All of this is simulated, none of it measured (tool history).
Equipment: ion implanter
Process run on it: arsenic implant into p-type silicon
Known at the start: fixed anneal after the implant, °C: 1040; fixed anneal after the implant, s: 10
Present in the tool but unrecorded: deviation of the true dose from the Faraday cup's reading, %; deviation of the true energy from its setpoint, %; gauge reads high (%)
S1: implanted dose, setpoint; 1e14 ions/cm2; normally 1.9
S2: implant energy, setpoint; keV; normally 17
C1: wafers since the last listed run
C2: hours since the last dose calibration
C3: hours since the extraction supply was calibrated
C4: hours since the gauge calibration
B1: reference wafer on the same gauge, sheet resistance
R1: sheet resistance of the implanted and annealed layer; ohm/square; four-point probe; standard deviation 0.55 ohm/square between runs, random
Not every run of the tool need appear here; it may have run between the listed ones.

run 1 hour=0 | S1=1.9 S2=17 | C1=0 C2=2355.5 C3=3907.5 C4=121.2 | B1=403.95 | R1=382.56
run 2 hour=16 | S1=1.9 S2=17 | C1=333 C2=2371.5 C3=3923.5 C4=137.2 | B1=404.05 | R1=382.67
run 3 hour=24.4 | S1=1.9 S2=17 | C1=174 C2=2379.9 C3=3931.9 C4=145.6 | B1=403.88 | R1=383.77
run 4 hour=35.5 | S1=1.9 S2=17 | C1=231 C2=2391 C3=3943 C4=156.7 | B1=404.02 | R1=383.44
run 5 hour=51.3 | S1=2.1 S2=19.5 | C1=328 C2=2406.8 C3=3958.8 C4=172.5 | B1=403.78 | R1=349.35
run 6 hour=81.8 | S1=1.74 S2=12.5 | C1=634 C2=2437.3 C3=3989.3 C4=203 | B1=403.91 | R1=426.87
run 7 hour=97 | S1=1.9 S2=17 | C1=316 C2=2452.5 C3=4004.5 C4=218.2 | B1=403.77 | R1=382.59
run 8 hour=109.8 | S1=1.9 S2=17 | C1=266 C2=2465.3 C3=4017.3 C4=231 | B1=404.08 | R1=383.92
-- hour=115.2 gauge calibrated
-- hour=125.4 Faraday cup replaced and dose calibrated
run 9 hour=130.9 | S1=1.9 S2=17 | C1=272 C2=5.5 C3=4038.4 C4=15.7 | B1=404.14 | R1=367.44
run 10 hour=139.4 | S1=1.9 S2=17 | C1=176 C2=14 C3=4046.9 C4=24.2 | B1=403.68 | R1=367.64
run 11 hour=147.3 | S1=2.35 S2=13.5 | C1=164 C2=21.9 C3=4054.8 C4=32.1 | B1=404.19 | R1=321.68
run 12 hour=160.6 | S1=2.35 S2=13.5 | C1=276 C2=35.2 C3=4068.1 C4=45.4 | B1=404.29 | R1=322.53
run 13 hour=176.5 | S1=1.9 S2=17 | C1=330 C2=51.1 C3=4084 C4=61.3 | B1=404.05 | R1=369.14
run 14 hour=194.1 | S1=1.9 S2=12.5 | C1=366 C2=68.7 C3=4101.6 C4=78.9 | B1=404.01 | R1=383.68
-- hour=205.8 extraction supply calibrated
run 15 hour=211 | S1=2.29 S2=11.5 | C1=185 C2=85.6 C3=5.2 C4=95.8 | B1=403.85 | R1=335.11
run 16 hour=217.6 | S1=1.9 S2=19.5 | C1=137 C2=92.2 C3=11.8 C4=102.4 | B1=404.34 | R1=362.77
run 17 hour=234.2 | S1=1.61 S2=17 | C1=345 C2=108.8 C3=28.4 C4=119 | B1=404.07 | R1=417.61
run 18 hour=247.4 | S1=1.4 S2=13.5 | C1=274 C2=122 C3=41.6 C4=132.2 | B1=404.19 | R1=480.07
run 19 hour=256.8 | S1=1.65 S2=22 | C1=195 C2=131.4 C3=51 C4=141.6 | B1=404 | R1=396.53
run 20 hour=266.6 | S1=1.9 S2=17 | C1=203 C2=141.2 C3=60.8 C4=151.4 | B1=403.82 | R1=369.72
run 21 hour=283.2 | S1=1.9 S2=17 | C1=345 C2=157.8 C3=77.4 C4=168 | B1=403.73 | R1=370.71
run 22 hour=294.4 | S1=2.26 S2=20.5 | C1=233 C2=169 C3=88.6 C4=179.2 | B1=403.91 | R1=317.13
run 23 hour=309 | S1=1.9 S2=12 | C1=303 C2=183.6 C3=103.2 C4=193.8 | B1=404.26 | R1=387.75
run 24 hour=325.5 | S1=1.9 S2=17 | C1=343 C2=200.1 C3=119.7 C4=210.3 | B1=403.89 | R1=371.55
run 25 hour=333.1 | S1=1.59 S2=17 | C1=158 C2=207.7 C3=127.3 C4=217.9 | B1=404 | R1=424.61

What if the next run were any one of these 4? Each begins from the tool's condition after run 25:
run A hour=333.5 | S1=2.28 S2=17 | C1=8 C2=208.1 C3=127.7 C4=218.3 | B1=? | R1=?
run B hour=333.5 | S1=2.35 S2=22.5 | C1=8 C2=208.1 C3=127.7 C4=218.3 | B1=? | R1=?
run C hour=333.5 | S1=1.71 S2=20 | C1=8 C2=208.1 C3=127.7 C4=218.3 | B1=? | R1=?
run D hour=333.5 | S1=2.14 S2=17 | C1=8 C2=208.1 C3=127.7 C4=218.3 | B1=? | R1=?

run=A B1=403.82 R1=323.38
run=B B1=403.82 R1=304.75
run=C B1=403.82 R1=392.65
run=D B1=403.82 R1=339.25
Take away the tool's hidden state, keep each run's random variation, and the runs would have read:
run=A R1=320.16
run=B R1=301.74
run=C R1=388.83
run=D R1=335.88
